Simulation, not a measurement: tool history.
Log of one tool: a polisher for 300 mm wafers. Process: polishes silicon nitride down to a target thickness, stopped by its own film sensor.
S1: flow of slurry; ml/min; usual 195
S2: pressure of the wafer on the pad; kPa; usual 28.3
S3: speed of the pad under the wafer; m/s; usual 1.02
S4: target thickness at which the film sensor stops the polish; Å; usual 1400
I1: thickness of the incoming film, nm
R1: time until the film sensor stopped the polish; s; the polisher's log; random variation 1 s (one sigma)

Run 1, hour 0: usual settings but S2 25.5 kPa; I1 229.2. Result: R1 59 s.
Run 2, hour 39.2: usual settings but S2 25.5 kPa; I1 230. Result: R1 59 s.
Run 3, hour 80: usual settings but S2 33.8 kPa, S4 1200 Å; I1 230.4. Result: R1 57.6 s.
Run 4, hour 132.2: usual settings; I1 229.8. Result: R1 54.5 s.
At hour 148.5: worn pad replaced by a new one.
Run 5, hour 201.1: usual settings but S2 22.8 kPa, S3 1.18 m/s; I1 233.8. Result: R1 65.1 s.
At hour 265.7: head pressure recalibrated.
Run 6, hour 321.7: usual settings but S2 22.8 kPa, S3 1.18 m/s; I1 227.8. Result: R1 63.1 s.
At hour 381.2: slurry nozzle cleaned, repeated, since the last time left the tool worse.
Run 7, hour 383.5: usual settings; I1 233.1. Result: R1 54.2 s.
Run 8, hour 412.7: usual settings; I1 232.8. Result: R1 54.9 s.
Run 9, hour 463.9: usual settings but S2 20.7 kPa; I1 232.5. Result: R1 73.1 s.
Run 10, hour 518.3: usual settings but S2 20.7 kPa; I1 231.7. Result: R1 70.8 s.
Run 11, hour 567.7: usual settings but S4 1170 Å; I1 228.7. Result: R1 65.1 s.
At hour 603.3: worn pad replaced by a new one.
Run 12, hour 620.3: usual settings but S4 1170 Å; I1 232.3. Result: R1 66.5 s.
Run 13, hour 645.9: usual settings; I1 227.8. Result: R1 50.6 s.
Run 14, hour 676.2: usual settings; I1 231.6. Result: R1 52.5 s.
Run 15, hour 740.3: usual settings but S2 19.3 kPa, S3 1.12 m/s, S4 1300 Å; I1 232.7. Result: R1 82.1 s.
Run 16, hour 792: usual settings but S2 25.5 kPa; I1 227.4. Result: R1 56.2 s.
Run 17, hour 817.2: usual settings; I1 225.9. Result: R1 50.1 s.
Run 18, hour 860.4: usual settings but S1 230 ml/min, S2 25.5 kPa, S3 0.8 m/s; I1 230.2. Result: R1 66.6 s.
At hour 877: slurry nozzle cleaned.
Run 19, hour 889: usual settings but S1 135 ml/min, S2 32.4 kPa, S3 1.18 m/s; I1 229.7. Result: R1 42.6 s.
Run 20, hour 952.1: usual settings but S1 220 ml/min, S2 22.8 kPa, S3 1.12 m/s, S4 1720 Å; I1 229.6. Result: R1 37.9 s.
Run 21, hour 991.8: usual settings; I1 232.4. Result: R1 52.3 s.
At hour 1045.8: worn pad replaced by a new one.
Run 22, hour 1050.3: usual settings but S1 135 ml/min, S4 1190 Å; I1 230.1. Result: R1 69 s.
Run 23, hour 1090.4: usual settings but S1 175 ml/min, S2 34.5 kPa, S3 0.66 m/s, S4 1530 Å; I1 226.4. Result: R1 46.3 s.
Run 24, hour 1149.2: usual settings but S1 175 ml/min, S2 24.8 kPa, S3 0.7 m/s, S4 1270 Å; I1 229.3. Result: R1 85.9 s.
Run 25, hour 1193.2: usual settings but S1 135 ml/min, S4 1190 Å; I1 229.3. Result: R1 69.3 s.
At hour 1306.3: slurry nozzle cleaned.
Run 26, hour 1311.9: usual settings but S1 245 ml/min; I1 229.6. Result: R1 51.5 s.
Run 27, hour 1381: usual settings; I1 231.1. Result: R1 52.1 s.
At hour 1446.9: head pressure recalibrated.
Run 28, hour 1451.1: usual settings; I1 230.1. Result: R1 51.8 s.
Run 29, hour 1475.3: usual settings but S2 20 kPa; I1 229.2. Result: R1 71.2 s.
At hour 1480: worn pad replaced by a new one.
Run 30, hour 1526.6: usual settings but S1 135 ml/min, S4 1190 Å; I1 233.8. Result: R1 70.2 s.
Run 31, hour 1573.8: usual settings but S1 145 ml/min, S2 25.5 kPa, S3 0.72 m/s; I1 226.6. Result: R1 69.7 s.
Run 32, hour 1619.1: usual settings but S1 140 ml/min, S2 37.2 kPa, S3 1.22 m/s, S4 1530 Å; I1 232.2. Result: R1 34.1 s.
Run 33, hour 1676.9: usual settings but S1 230 ml/min, S2 22.1 kPa, S3 0.88 m/s, S4 1660 Å; I1 225.9. Result: R1 49.3 s.
Run 34, hour 1701.3: usual settings but S1 175 ml/min, S3 0.88 m/s; I1 229.8. Result: R1 57.7 s.
Run 35, hour 1767.7: usual settings but S1 170 ml/min, S3 0.86 m/s; I1 232.1. Result: R1 62.2 s.
At hour 1811.8: slurry nozzle cleaned.
Run 36, hour 1818.2: usual settings but S1 130 ml/min, S3 1.2 m/s, S4 1520 Å; I1 226.5. Result: R1 40.5 s.

Forecast each of these 5 alternatives for the next run:
Run A, hour 1818.6: usual settings; I1 225.6. Result: R1 ?.
Run B, hour 1818.6: usual settings but S1 140 ml/min, S2 37.9 kPa, S3 1.36 m/s, S4 1110 Å; I1 225.6. Result: R1 ?.
Run C, hour 1818.6: usual settings but S1 245 ml/min, S4 1480 Å; I1 225.6. Result: R1 ?.
Run D, hour 1818.6: usual settings but S1 235 ml/min, S3 0.92 m/s; I1 225.6. Result: R1 ?.
Run E, hour 1818.6: usual settings but S2 36.5 kPa; I1 225.6. Result: R1 ?.

run    R1
  A  50.8
  B  44.2
  C  44.8
  D  53.1
  E  39.5
Without the tool's hidden state the same runs would have given:
run    R1
  A  50.5
  B  43.9
  C  44.6
  D  52.8
  E  39.3
